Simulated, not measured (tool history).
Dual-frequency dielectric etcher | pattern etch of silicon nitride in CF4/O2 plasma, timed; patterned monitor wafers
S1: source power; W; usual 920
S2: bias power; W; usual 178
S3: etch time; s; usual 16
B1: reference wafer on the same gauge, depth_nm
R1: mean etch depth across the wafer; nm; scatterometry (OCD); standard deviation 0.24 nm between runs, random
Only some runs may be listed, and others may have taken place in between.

Run 1, hour 0: usual settings but S2 164 W, S3 12 s; B1 67.9. Result: R1 42.2 nm.
Run 2, hour 40.6: usual settings but S2 164 W, S3 12 s; B1 68. Result: R1 42.7 nm.
Run 3, hour 145.8: usual settings but S2 164 W, S3 12 s; B1 67.9. Result: R1 42.1 nm.
Run 4, hour 248.3: usual settings but S1 1000 W; B1 68. Result: R1 61 nm.
Run 5, hour 289.6: usual settings; B1 67.8. Result: R1 57.9 nm.
At hour 316.2: wet clean of the chamber.
Run 6, hour 348.7: usual settings; B1 68. Result: R1 58.1 nm.
Run 7, hour 439.1: usual settings; B1 68. Result: R1 58.3 nm.
Run 8, hour 526.3: usual settings; B1 68. Result: R1 57.4 nm.
Run 9, hour 620.1: usual settings; B1 67.9. Result: R1 57.7 nm.
At hour 643.5: source power generator calibrated.
At hour 645: bias power generator calibrated.
Run 10, hour 673.8: usual settings but S1 760 W; B1 67.9. Result: R1 52.1 nm.
Run 11, hour 761.3: usual settings but S1 760 W; B1 67.9. Result: R1 51.9 nm.
Run 12, hour 808.9: usual settings but S2 212 W; B1 68. Result: R1 62 nm.
At hour 881.2: wet clean of the chamber.
At hour 882.1: gauge calibrated.
Run 13, hour 911.4: usual settings but S2 212 W; B1 67.9. Result: R1 61.7 nm.
Run 14, hour 982.3: usual settings; B1 67.9. Result: R1 58.9 nm.
Run 15, hour 1049.3: usual settings but S1 1140 W, S2 201 W, S3 18.5 s; B1 68. Result: R1 81.2 nm.
Run 16, hour 1109: usual settings; B1 67.9. Result: R1 58.2 nm.
Run 17, hour 1207.3: usual settings but S1 1120 W, S2 143 W, S3 14.5 s; B1 68. Result: R1 57.1 nm.
Run 18, hour 1290.8: usual settings; B1 68. Result: R1 58.5 nm.
Run 19, hour 1327.1: usual settings; B1 67.9. Result: R1 58.4 nm.
At hour 1394.5: upper electrode replaced.
Run 20, hour 1399.3: usual settings but S2 212 W; B1 67.8. Result: R1 61.5 nm.
At hour 1449.4: wet clean of the chamber.
Run 21, hour 1478.1: usual settings but S3 14.5 s; B1 67.9. Result: R1 53.4 nm.
Run 22, hour 1517.7: usual settings; B1 68. Result: R1 58.5 nm.
Run 23, hour 1620: usual settings but S2 192 W, S3 12 s; B1 67.8. Result: R1 44.8 nm.
Run 24, hour 1673.6: usual settings; B1 67.9. Result: R1 58.1 nm.
Run 25, hour 1761.5: usual settings but S2 220 W, S3 18 s; B1 68. Result: R1 70.3 nm.
Run 26, hour 1834.1: usual settings but S1 770 W, S3 12.5 s; B1 67.9. Result: R1 40.5 nm.
Run 27, hour 1891.1: usual settings but S2 203 W; B1 67.9. Result: R1 60.4 nm.
At hour 1992.3: wet clean of the chamber.
Run 28, hour 1992.8: usual settings but S1 1060 W, S2 161 W, S3 11 s; B1 68. Result: R1 42.9 nm.

Here are 3 independent what-if runs from the current tool condition. What would each one return?
Run A, hour 1993.2: usual settings but S3 21 s; B1 ?. Result: R1 ?.
Run B, hour 1993.2: usual settings but S1 1000 W, S2 153 W; B1 ?. Result: R1 ?.
Run C, hour 1993.2: usual settings but S1 700 W, S2 163 W, S3 19.5 s; B1 ?. Result: R1 ?.

run    B1    R1
  A  67.9  76.5
  B  67.9    59
  C  67.9  57.7
Stripped of hidden state, with their random variation kept, the same runs would have yielded:
run    R1
  A  76.9
  B  59.4
  C  58.1
